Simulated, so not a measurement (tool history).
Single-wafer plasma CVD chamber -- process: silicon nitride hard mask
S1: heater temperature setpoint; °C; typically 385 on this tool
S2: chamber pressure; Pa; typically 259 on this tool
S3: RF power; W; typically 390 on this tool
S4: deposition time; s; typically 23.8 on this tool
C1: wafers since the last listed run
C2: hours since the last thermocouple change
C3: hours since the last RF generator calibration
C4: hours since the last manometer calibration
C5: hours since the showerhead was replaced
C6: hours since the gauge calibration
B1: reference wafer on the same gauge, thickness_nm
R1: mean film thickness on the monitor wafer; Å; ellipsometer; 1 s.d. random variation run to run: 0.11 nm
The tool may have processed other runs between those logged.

Run 1, hour 0: usual settings; C1 0; C2 886.8; C3 1843.9; C4 863.2; C5 5092.8; C6 120.1; B1 36.797. Result: R1 312.97 Å.
Run 2, hour 39.3: usual settings; C1 877; C2 926.1; C3 1883.2; C4 902.5; C5 5132.1; C6 159.4; B1 36.785. Result: R1 312.56 Å.
Run 3, hour 98.6: usual settings; C1 1324; C2 985.4; C3 1942.5; C4 961.8; C5 5191.4; C6 218.7; B1 36.799. Result: R1 312.29 Å.
Run 4, hour 149.8: usual settings; C1 1143; C2 1036.6; C3 1993.7; C4 1013; C5 5242.6; C6 269.9; B1 36.792. Result: R1 310.09 Å.
Run 5, hour 196.4: usual settings; C1 1040; C2 1083.2; C3 2040.3; C4 1059.6; C5 5289.2; C6 316.5; B1 36.803. Result: R1 307.67 Å.
Run 6, hour 235.3: usual settings; C1 868; C2 1122.1; C3 2079.2; C4 1098.5; C5 5328.1; C6 355.4; B1 36.809. Result: R1 308.62 Å.
Run 7, hour 263.5: usual settings but S2 240 Pa, S4 24.9 s; C1 629; C2 1150.3; C3 2107.4; C4 1126.7; C5 5356.3; C6 383.6; B1 36.8. Result: R1 317.89 Å.
Run 8, hour 327.4: usual settings but S2 240 Pa, S4 24.9 s; C1 1427; C2 1214.2; C3 2171.3; C4 1190.6; C5 5420.2; C6 447.5; B1 36.791. Result: R1 317.52 Å.
Run 9, hour 390.7: usual settings but S2 240 Pa, S4 24.9 s; C1 1413; C2 1277.5; C3 2234.6; C4 1253.9; C5 5483.5; C6 510.8; B1 36.814. Result: R1 317.41 Å.
At hour 435.7: RF generator calibrated.
Run 10, hour 453.5: usual settings but S1 381 °C; C1 1224; C2 1340.3; C3 17.8; C4 1316.7; C5 5546.3; C6 573.6; B1 36.815. Result: R1 324.16 Å.
Run 11, hour 520.1: usual settings but S1 381 °C; C1 1487; C2 1406.9; C3 84.4; C4 1383.3; C5 5612.9; C6 640.2; B1 36.762. Result: R1 323.84 Å.
Run 12, hour 605.9: usual settings but S1 381 °C; C1 1916; C2 1492.7; C3 170.2; C4 1469.1; C5 5698.7; C6 726; B1 36.787. Result: R1 325.46 Å.
At hour 629.9: gauge calibrated.
Run 13, hour 645.7: usual settings but S4 21.9 s; C1 889; C2 1532.5; C3 210; C4 1508.9; C5 5738.5; C6 15.8; B1 36.772. Result: R1 297.69 Å.
Run 14, hour 705.4: usual settings; C1 1333; C2 1592.2; C3 269.7; C4 1568.6; C5 5798.2; C6 75.5; B1 36.814. Result: R1 323.2 Å.
Run 15, hour 770: usual settings but S1 381 °C, S2 312 Pa; C1 1443; C2 1656.8; C3 334.3; C4 1633.2; C5 5862.8; C6 140.1; B1 36.787. Result: R1 336.48 Å.
Run 16, hour 804.2: usual settings but S2 215 Pa, S3 345 W; C1 763; C2 1691; C3 368.5; C4 1667.4; C5 5897; C6 174.3; B1 36.829. Result: R1 292.09 Å.
At hour 819.8: thermocouple changed; heater temperature recalibrated.
Run 17, hour 850: usual settings but S4 19.6 s; C1 844; C2 30.2; C3 414.3; C4 1713.2; C5 5942.8; C6 220.1; B1 36.825. Result: R1 266.19 Å.
Run 18, hour 905.4: usual settings; C1 1237; C2 85.6; C3 469.7; C4 1768.6; C5 5998.2; C6 275.5; B1 36.799. Result: R1 322.44 Å.
At hour 921.9: capacitance manometer re-zeroed and calibrated.
Run 19, hour 941.3: usual settings but S3 370 W; C1 623; C2 121.5; C3 505.6; C4 19.4; C5 6034.1; C6 311.4; B1 36.802. Result: R1 314.22 Å.
At hour 970.9: showerhead replaced.
Run 20, hour 979.4: usual settings but S1 377 °C, S3 340 W; C1 672; C2 159.6; C3 543.7; C4 57.5; C5 8.5; C6 349.5; B1 36.814. Result: R1 303.83 Å.
Run 21, hour 1018.4: usual settings but S1 373 °C, S2 281 Pa; C1 871; C2 198.6; C3 582.7; C4 96.5; C5 47.5; C6 388.5; B1 36.791. Result: R1 329.95 Å.
Run 22, hour 1086.3: usual settings but S1 374 °C, S3 435 W, S4 21 s; C1 1516; C2 266.5; C3 650.6; C4 164.4; C5 115.4; C6 456.4; B1 36.824. Result: R1 300 Å.
Run 23, hour 1110.6: usual settings; C1 542; C2 290.8; C3 674.9; C4 188.7; C5 139.7; C6 480.7; B1 36.832. Result: R1 321.73 Å.
Run 24, hour 1162.3: usual settings but S4 28.1 s; C1 1154; C2 342.5; C3 726.6; C4 240.4; C5 191.4; C6 532.4; B1 36.815. Result: R1 380.13 Å.
Run 25, hour 1224.7: usual settings but S1 393 °C, S2 307 Pa, S3 355 W, S4 21.9 s; C1 1393; C2 404.9; C3 789; C4 302.8; C5 253.8; C6 594.8; B1 36.817. Result: R1 290.95 Å.
Run 26, hour 1274.6: usual settings but S2 285 Pa; C1 1114; C2 454.8; C3 838.9; C4 352.7; C5 303.7; C6 644.7; B1 36.812. Result: R1 330.46 Å.
Run 27, hour 1303.2: usual settings; C1 638; C2 483.4; C3 867.5; C4 381.3; C5 332.3; C6 673.3; B1 36.792. Result: R1 320.2 Å.

Alternative continuations, all from the tool just after run 27; predict every row:
Run A, hour 1303.6: usual settings; C1 8; C2 483.8; C3 867.9; C4 381.7; C5 332.7; C6 673.7; B1 ?. Result: R1 ?.
Run B, hour 1303.6: usual settings but S1 393 °C; C1 8; C2 483.8; C3 867.9; C4 381.7; C5 332.7; C6 673.7; B1 ?. Result: R1 ?.
Run C, hour 1303.6: usual settings but S2 295 Pa, S3 350 W; C1 8; C2 483.8; C3 867.9; C4 381.7; C5 332.7; C6 673.7; B1 ?. Result: R1 ?.
Run D, hour 1303.6: usual settings but S2 320 Pa, S4 28.2 s; C1 8; C2 483.8; C3 867.9; C4 381.7; C5 332.7; C6 673.7; B1 ?. Result: R1 ?.
Run E, hour 1303.6: usual settings but S3 420 W; C1 8; C2 483.8; C3 867.9; C4 381.7; C5 332.7; C6 673.7; B1 ?. Result: R1 ?.

run     B1      R1
  A  36.81  323.15
  B  36.81  322.07
  C  36.81  315.24
  D  36.81  399.53
  E  36.81  334.27
Without the tool's unlogged condition, the same runs would have read:
run      R1
  A  326.69
  B   325.6
  C  318.69
  D  403.91
  E  337.66
